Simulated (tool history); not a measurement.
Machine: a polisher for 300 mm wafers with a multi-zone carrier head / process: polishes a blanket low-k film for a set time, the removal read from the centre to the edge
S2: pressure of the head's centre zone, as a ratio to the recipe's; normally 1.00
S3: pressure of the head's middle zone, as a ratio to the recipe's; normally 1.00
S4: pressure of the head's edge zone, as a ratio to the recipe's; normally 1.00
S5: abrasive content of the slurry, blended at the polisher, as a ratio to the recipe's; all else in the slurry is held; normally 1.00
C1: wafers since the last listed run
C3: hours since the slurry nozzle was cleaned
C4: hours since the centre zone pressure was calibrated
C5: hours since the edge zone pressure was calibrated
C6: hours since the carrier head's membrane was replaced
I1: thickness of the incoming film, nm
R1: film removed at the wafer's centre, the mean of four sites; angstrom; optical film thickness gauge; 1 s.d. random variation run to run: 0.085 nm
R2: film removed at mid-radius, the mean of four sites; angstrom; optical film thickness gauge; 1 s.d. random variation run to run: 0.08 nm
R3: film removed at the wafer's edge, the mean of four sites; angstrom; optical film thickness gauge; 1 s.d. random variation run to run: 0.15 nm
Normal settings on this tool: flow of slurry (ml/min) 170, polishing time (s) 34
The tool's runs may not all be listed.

run 1 hour=0.0 | flow_of_slurry_(ml/min)=170 S2=1.00 S3=1.00 S4=1.00 S5=1.00 polishing_time_(s)=40 | C1=0 wafers_polished_on_this_pad=33 C3=130.7 C4=1150.4 C5=497.2 C6=749.1 | I1=368.9 | R1=121 R2=121 R3=125
-- hour=12.4 edge zone pressure recalibrated
run 2 hour=31.3 | flow_of_slurry_(ml/min)=170 S2=1.00 S3=1.00 S4=1.00 S5=1.00 polishing_time_(s)=40 | C1=403 wafers_polished_on_this_pad=437 C3=162.0 C4=1181.7 C5=18.9 C6=780.4 | I1=371.7 | R1=121 R2=120 R3=124
run 3 hour=44.8 | flow_of_slurry_(ml/min)=170 S2=1.00 S3=1.00 S4=1.00 S5=1.00 polishing_time_(s)=34 | C1=186 wafers_polished_on_this_pad=623 C3=175.5 C4=1195.2 C5=32.4 C6=793.9 | I1=372.3 | R1=102 R2=102 R3=105
-- hour=60.6 centre zone pressure recalibrated
run 4 hour=79.1 | flow_of_slurry_(ml/min)=120 S2=1.00 S3=1.00 S4=1.00 S5=1.00 polishing_time_(s)=40 | C1=445 wafers_polished_on_this_pad=1068 C3=209.8 C4=18.5 C5=66.7 C6=828.2 | I1=368.1 | R1=112 R2=113 R3=121
run 5 hour=112.3 | flow_of_slurry_(ml/min)=170 S2=1.00 S3=1.00 S4=1.00 S5=1.00 polishing_time_(s)=34 | C1=457 wafers_polished_on_this_pad=1526 C3=243.0 C4=51.7 C5=99.9 C6=861.4 | I1=365.7 | R1=102 R2=102 R3=106
run 6 hour=135.5 | flow_of_slurry_(ml/min)=215 S2=1.09 S3=1.00 S4=0.91 S5=1.00 polishing_time_(s)=34 | C1=319 wafers_polished_on_this_pad=1845 C3=266.2 C4=74.9 C5=123.1 C6=884.6 | I1=366.8 | R1=118 R2=107 R3=102
-- hour=167.1 worn pad replaced by a new one
run 7 hour=167.6 | flow_of_slurry_(ml/min)=225 S2=1.00 S3=1.04 S4=1.06 S5=0.75 polishing_time_(s)=34 | C1=387 wafers_polished_on_this_pad=6 C3=298.3 C4=107.0 C5=155.2 C6=916.7 | I1=371.7 | R1=85 R2=87 R3=89
run 8 hour=180.4 | flow_of_slurry_(ml/min)=170 S2=1.00 S3=1.00 S4=1.00 S5=1.00 polishing_time_(s)=23 | C1=176 wafers_polished_on_this_pad=182 C3=311.1 C4=119.8 C5=168.0 C6=929.5 | I1=374.3 | R1=70 R2=70 R3=69
run 9 hour=205.8 | flow_of_slurry_(ml/min)=170 S2=1.00 S3=1.00 S4=1.00 S5=1.00 polishing_time_(s)=34 | C1=350 wafers_polished_on_this_pad=532 C3=336.5 C4=145.2 C5=193.4 C6=954.9 | I1=373.8 | R1=102 R2=103 R3=104
run 10 hour=224.5 | flow_of_slurry_(ml/min)=170 S2=1.00 S3=1.00 S4=1.00 S5=1.00 polishing_time_(s)=34 | C1=257 wafers_polished_on_this_pad=790 C3=355.2 C4=163.9 C5=212.1 C6=973.6 | I1=375.8 | R1=102 R2=102 R3=105
-- hour=246.3 carrier head's membrane replaced by a new one
run 11 hour=246.8 | flow_of_slurry_(ml/min)=170 S2=0.96 S3=1.00 S4=1.00 S5=1.00 polishing_time_(s)=34 | C1=238 wafers_polished_on_this_pad=1028 C3=377.5 C4=186.2 C5=234.4 C6=0.5 | I1=369.9 | R1=100 R2=102 R3=106
-- hour=256.8 slurry nozzle cleaned
run 12 hour=263.4 | flow_of_slurry_(ml/min)=170 S2=1.00 S3=1.00 S4=1.00 S5=1.00 polishing_time_(s)=34 | C1=214 wafers_polished_on_this_pad=1243 C3=6.6 C4=202.8 C5=251.0 C6=17.1 | I1=368.9 | R1=104 R2=104 R3=106
run 13 hour=286.4 | flow_of_slurry_(ml/min)=170 S2=0.96 S3=1.05 S4=1.00 S5=1.00 polishing_time_(s)=34 | C1=316 wafers_polished_on_this_pad=1560 C3=29.6 C4=225.8 C5=274.0 C6=40.1 | I1=373.3 | R1=99 R2=106 R3=105
run 14 hour=305.0 | flow_of_slurry_(ml/min)=170 S2=1.00 S3=1.00 S4=1.00 S5=1.00 polishing_time_(s)=34 | C1=256 wafers_polished_on_this_pad=1817 C3=48.2 C4=244.4 C5=292.6 C6=58.7 | I1=370.0 | R1=103 R2=102 R3=107
run 15 hour=335.3 | flow_of_slurry_(ml/min)=170 S2=1.00 S3=1.00 S4=1.00 S5=1.15 polishing_time_(s)=44 | C1=417 wafers_polished_on_this_pad=2234 C3=78.5 C4=274.7 C5=322.9 C6=89.0 | I1=369.8 | R1=147 R2=144 R3=144
-- hour=349.7 worn pad replaced by a new one
run 16 hour=362.8 | flow_of_slurry_(ml/min)=170 S2=1.00 S3=1.00 S4=1.00 S5=1.00 polishing_time_(s)=34 | C1=323 wafers_polished_on_this_pad=181 C3=106.0 C4=302.2 C5=350.4 C6=116.5 | I1=370.7 | R1=103 R2=102 R3=103
run 17 hour=394.4 | flow_of_slurry_(ml/min)=220 S2=1.00 S3=1.00 S4=1.00 S5=1.00 polishing_time_(s)=44 | C1=435 wafers_polished_on_this_pad=616 C3=137.6 C4=333.8 C5=382.0 C6=148.1 | I1=371.6 | R1=141 R2=138 R3=142
run 18 hour=408.9 | flow_of_slurry_(ml/min)=170 S2=1.00 S3=0.95 S4=1.00 S5=0.75 polishing_time_(s)=34 | C1=199 wafers_polished_on_this_pad=816 C3=152.1 C4=348.3 C5=396.5 C6=162.6 | I1=370.9 | R1=81 R2=77 R3=82
-- hour=417.6 edge zone pressure recalibrated
run 19 hour=425.3 | flow_of_slurry_(ml/min)=170 S2=1.00 S3=1.00 S4=1.08 S5=1.00 polishing_time_(s)=34 | C1=198 wafers_polished_on_this_pad=1014 C3=168.5 C4=364.7 C5=7.7 C6=179.0 | I1=368.6 | R1=102 R2=102 R3=111
run 20 hour=460.7 | flow_of_slurry_(ml/min)=170 S2=1.05 S3=1.00 S4=1.00 S5=1.00 polishing_time_(s)=43 | C1=487 wafers_polished_on_this_pad=1502 C3=203.9 C4=400.1 C5=43.1 C6=214.4 | I1=376.7 | R1=136 R2=129 R3=132
run 21 hour=475.5 | flow_of_slurry_(ml/min)=170 S2=1.00 S3=0.95 S4=1.00 S5=1.00 polishing_time_(s)=34 | C1=203 wafers_polished_on_this_pad=1706 C3=218.7 C4=414.9 C5=57.9 C6=229.2 | I1=370.8 | R1=103 R2=100 R3=104
run 22 hour=495.9 | flow_of_slurry_(ml/min)=170 S2=1.00 S3=1.00 S4=1.03 S5=0.85 polishing_time_(s)=30 | C1=281 wafers_polished_on_this_pad=1987 C3=239.1 C4=435.3 C5=78.3 C6=249.6 | I1=374.5 | R1=80 R2=79 R3=82

Give the tool's hidden conditions for every run:
removal rate lost through wear of the pad, %: 0, the same for each run
slurry flow missing at the pad, %: 0, the same for each run
deviation of the centre zone's pressure from its setpoint, %: 0, the same for each run
deviation of the edge zone's pressure from its setpoint, %: 0, the same for each run

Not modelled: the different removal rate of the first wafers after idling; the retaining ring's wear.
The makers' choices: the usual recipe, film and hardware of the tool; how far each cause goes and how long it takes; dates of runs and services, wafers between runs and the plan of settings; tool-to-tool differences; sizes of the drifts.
